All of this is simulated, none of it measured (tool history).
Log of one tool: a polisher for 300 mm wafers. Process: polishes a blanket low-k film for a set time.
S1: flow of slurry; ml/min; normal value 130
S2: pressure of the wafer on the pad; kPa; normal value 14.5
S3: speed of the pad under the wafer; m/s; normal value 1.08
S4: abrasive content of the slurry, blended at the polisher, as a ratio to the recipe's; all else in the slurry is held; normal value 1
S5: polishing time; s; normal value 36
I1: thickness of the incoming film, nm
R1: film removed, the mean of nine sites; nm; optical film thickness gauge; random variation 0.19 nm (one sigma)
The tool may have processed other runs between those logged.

run	hour	S1	S2	S3	S4	S5	I1	R1
1	0	155	14.5	1.08	1	36	712.2	16.2
# hour 3.6: slurry blender recalibrated
2	92	130	14.5	1.08	1	36	685.3	15.2
3	191.7	130	14.5	1.08	1	36	710.4	15.1
4	238.6	130	14.5	1.08	1	36	702.4	15
# hour 271.1: conditioning disc replaced and pad reconditioned
5	343.1	130	14.5	1.08	1	36	710.8	15
# hour 378.6: worn pad replaced by a new one
6	468.4	130	14.5	1.08	1	36	693.4	16.3
7	508.4	130	14.5	0.94	1	36	696.4	14.1
# hour 537.1: slurry blender recalibrated
8	612.3	130	14.5	1.08	1	36	709	15.4
9	651.1	130	14.5	1.08	1	39	702.1	16.2
# hour 696: slurry nozzle cleaned
# hour 730.3: conditioning disc replaced and pad reconditioned
10	734.7	130	14.5	1.08	1	39	706	15.9
11	788.4	130	14.5	1.08	1	36	701.4	14.8
12	836.7	130	14.5	1.08	1	46	695.5	18.7
13	923.6	175	19.3	1.4	0.7	36	704.9	22.3
# hour 951.7: worn pad replaced by a new one
# hour 976.7: slurry blender recalibrated
14	1000.5	130	14.5	1.08	1	46	689.8	21.4
# hour 1197: conditioning disc replaced and pad reconditioned
# hour 1288.9: head pressure recalibrated
15	1306.4	130	14.5	1.08	1	36	690	14.9
16	1368.5	130	11.7	1.08	1	36	691	12
# hour 1404.4: slurry nozzle cleaned
17	1439.4	130	14.5	0.74	1	36	713.1	10.8
# hour 1500.4: worn pad replaced by a new one
# hour 1547.1: slurry blender recalibrated
18	1547.6	160	14.5	1.08	1	43	703.3	20.5
19	1605.6	130	14.5	1.08	1	36	707.3	15.7
20	1654.1	130	19.3	1.08	1.2	36	696.6	21.7
21	1740.7	130	14.5	1.08	1	36	702.6	15.3
# hour 1743.4: conditioning disc replaced and pad reconditioned
22	1834.7	90	14.5	1.44	1	29	696.4	14
23	1903.2	130	14.5	1.08	1	36	710.6	14.5
24	1997.9	130	14.5	0.72	1	36	698.5	10.7
# hour 2027.3: worn pad replaced by a new one
25	2039.6	170	11.7	1.08	1	36	708.2	14.1

Alternative continuations, all from the tool just after run 25; predict every row:
A	2040	130	14.5	1.34	1	36	693.3	?
B	2040	130	10.3	1.08	1.1	42	693.3	?
C	2040	100	14.5	1.08	1	48	693.3	?
D	2040	130	16.5	0.72	0.75	36	693.3	?

run	R1
A	19.6
B	14.1
C	20.6
D	12.5
With the hidden condition removed and each run's random variation left untouched, the same runs would have given:
run	R1
A	20.4
B	14.7
C	21.5
D	13

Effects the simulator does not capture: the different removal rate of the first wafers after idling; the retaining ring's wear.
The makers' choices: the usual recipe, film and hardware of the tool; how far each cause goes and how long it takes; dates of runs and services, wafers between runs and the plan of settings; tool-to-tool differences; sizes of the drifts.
